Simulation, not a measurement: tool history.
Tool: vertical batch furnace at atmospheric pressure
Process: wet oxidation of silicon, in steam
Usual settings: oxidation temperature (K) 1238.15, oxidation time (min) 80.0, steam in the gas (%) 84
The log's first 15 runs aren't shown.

| run | day | oxidation temperature (K) | oxidation time (min) | steam in the gas (%) | wafers since the last listed run | hours since the last temperature calibration | hours since the steam generator was serviced | hours since the gauge calibration | read-back reference wafer on the same gauge, thickness | oxide thickness on the monitor wafer (Å) |
|---|---|---|---|---|---|---|---|---|---|---|
|  | 59.588 | steam generator serviced |
| 16 | 60.608 | 1238.15 | 80.0 | 84 | 359 | 4082.9 | 24.5 | 1417.4 | 343.00 | 3315.1 |
|  | 63.621 | thermocouples replaced and temperature profile calibrated |
| 17 | 65.012 | 1254.15 | 66.5 | 78 | 1003 | 33.4 | 130.2 | 1523.1 | 343.06 | 3124.9 |
|  | 73.292 | gauge calibrated |
| 18 | 77.554 | 1257.15 | 98.0 | 84 | 3696 | 334.4 | 431.2 | 102.3 | 342.90 | 4354.7 |
| 19 | 81.825 | 1214.15 | 61.5 | 96 | 1258 | 436.9 | 533.7 | 204.8 | 342.90 | 2413.1 |
| 20 | 84.196 | 1248.15 | 97.0 | 75 | 698 | 493.8 | 590.6 | 261.7 | 343.15 | 3745.4 |
| 21 | 86.725 | 1248.15 | 97.0 | 75 | 745 | 554.5 | 651.3 | 322.4 | 343.21 | 3758.4 |
| 22 | 89.950 | 1238.15 | 80.0 | 84 | 950 | 631.9 | 728.7 | 399.8 | 342.95 | 3275.7 |
| 23 | 92.029 | 1261.15 | 115.5 | 76 | 612 | 681.8 | 778.6 | 449.7 | 343.02 | 4653.9 |
| 24 | 94.096 | 1222.15 | 69.0 | 75 | 609 | 731.4 | 828.2 | 499.3 | 343.02 | 2343.9 |
| 25 | 95.621 | 1226.15 | 80.0 | 78 | 449 | 768.0 | 864.8 | 535.9 | 342.86 | 2798.0 |
| 26 | 97.754 | 1252.15 | 119.5 | 78 | 628 | 819.2 | 916.0 | 587.1 | 342.95 | 4557.8 |
| 27 | 100.075 | 1226.15 | 80.0 | 78 | 683 | 874.9 | 971.7 | 642.8 | 342.91 | 2790.9 |
| 28 | 103.112 | 1258.15 | 90.0 | 74 | 895 | 947.8 | 1044.6 | 715.7 | 342.98 | 3793.4 |
| 29 | 105.908 | 1238.15 | 62.0 | 77 | 823 | 1014.9 | 1111.7 | 782.8 | 343.04 | 2554.2 |
| 30 | 109.838 | 1218.15 | 51.0 | 77 | 1157 | 1109.2 | 1206.0 | 877.1 | 343.00 | 1823.9 |
| 31 | 113.088 | 1250.15 | 57.5 | 89 | 957 | 1187.2 | 1284.0 | 955.1 | 343.17 | 2971.8 |

The next listed run, before its measurement:
| 32 | 115.379 | 1230.15 | 46.5 | 73 | 675 | 1242.2 | 1339.0 | 1010.1 | ? | ? |

read-back reference wafer on the same gauge, thickness: 343.07
oxide thickness on the monitor wafer (Å): 1832.1
Without the tool's hidden state the same run would have given oxide thickness on the monitor wafer (Å) 1867.7.
